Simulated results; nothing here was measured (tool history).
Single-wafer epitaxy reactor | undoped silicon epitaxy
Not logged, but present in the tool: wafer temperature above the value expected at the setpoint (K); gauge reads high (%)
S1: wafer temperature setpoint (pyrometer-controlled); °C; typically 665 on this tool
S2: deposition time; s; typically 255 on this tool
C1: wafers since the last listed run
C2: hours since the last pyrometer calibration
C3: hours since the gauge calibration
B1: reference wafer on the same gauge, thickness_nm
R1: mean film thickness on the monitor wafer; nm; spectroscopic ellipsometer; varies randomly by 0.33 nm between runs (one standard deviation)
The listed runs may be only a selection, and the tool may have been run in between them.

run    hour   S1   S2   C1      C2     C3      B1      R1
  1     0.0  665  255    0  1045.7  519.4  50.744  60.925
  2    29.8  665  255  260  1075.5  549.2  50.790  60.915
  3    61.1  665  255  274  1106.8  580.5  50.828  60.314
  4    74.0  657  255  112  1119.7  593.4  50.786  52.231
  5    96.5  657  255  196  1142.2  615.9  50.810  52.290
  6   124.6  657  255  246  1170.3  644.0  50.794  52.727
  7   166.8  654  255  369  1212.5  686.2  50.819  49.771
  8   191.9  654  255  219  1237.6  711.3  50.832  49.928
  9   217.7  665  255  225  1263.4  737.1  50.778  61.550
 10   249.5  665  255  278  1295.2  768.9  50.866  61.415
 11   273.5  665  255  210  1319.2  792.9  50.782  61.652
 12   289.5  665  255  140  1335.2  808.9  50.833  61.678
 13   317.9  665  255  248  1363.6  837.3  50.780  61.759
 14   334.2  665  255  142  1379.9  853.6  50.786  61.712
 15   354.5  665  255  177  1400.2  873.9  50.824  61.219
 16   383.8  665  255  256  1429.5  903.2  50.827  61.897
      405.2  -- gauge calibrated
 17   419.5  665  255  312  1465.2   14.3  50.761  61.463
 18   432.8  665  216  116  1478.5   27.6  50.806  52.127
 19   450.7  676  277  156  1496.4   45.5  50.786  83.100
 20   482.5  676  277  278  1528.2   77.3  50.825  82.061
 21   512.7  676  277  264  1558.4  107.5  50.776  82.400
 22   574.4  665  220  540  1620.1  169.2  50.779  53.890
 23   608.1  665  220  295  1653.8  202.9  50.718  53.648
 24   625.5  678  218  152  1671.2  220.3  50.858  68.268
 25   648.2  670  205  198  1693.9  243.0  50.791  55.030
 26   681.8  665  255  294  1727.5  276.6  50.846  62.548
 27   715.8  655  211  297  1761.5  310.6  50.821  43.178
 28   735.3  678  282  170  1781.0  330.1  50.886  87.858
 29   755.1  658  285  173  1800.8  349.9  50.810  61.672
 30   784.4  672  275  256  1830.1  379.2  50.833  77.306
 31   811.7  665  255  239  1857.4  406.5  50.776  62.861
 32   824.9  669  255  115  1870.6  419.7  50.783  67.842
      858.5  -- pyrometer calibrated
 33   860.3  672  255  239     1.8  455.1  50.799  64.862
 34   875.3  678  225  131    16.8  470.1  50.773  63.802
 35   907.0  669  287  277    48.5  501.8  50.807  68.335
 36   927.0  665  255  175    68.5  521.8  50.794  57.753
 37   953.7  655  272  233    95.2  548.5  50.736  50.972
 38   974.6  673  284  182   116.1  569.4  50.834  73.439
 39  1005.9  658  279  274   147.4  600.7  50.743  54.963
 40  1028.6  665  255  198   170.1  623.4  50.746  56.912
 41  1042.5  665  255  121   184.0  637.3  50.819  57.566
 42  1068.2  665  255  225   209.7  663.0  50.763  57.636
 43  1090.4  680  255  194   231.9  685.2  50.802  75.744
 44  1122.3  665  241  279   263.8  717.1  50.779  54.751
     1142.5  -- gauge calibrated
 45  1146.7  665  255  213   288.2    4.2  50.891  57.772
 46  1169.6  675  302  200   311.1   27.1  50.759  82.329
 47  1188.8  676  255  168   330.3   46.3  50.820  70.627

Forecast each of these 3 alternatives for the next run:
  A  1189.3  665  255   4  330.8  46.8   ?   ?
  B  1189.3  675  209   4  330.8  46.8   ?   ?
  C  1189.3  665  230   4  330.8  46.8   ?   ?

run      B1      R1
  A  50.755  57.534
  B  50.755  56.683
  C  50.755  51.893
Without the tool's hidden state the same runs would have given:
run      R1
  A  57.848
  B  56.987
  C  52.177
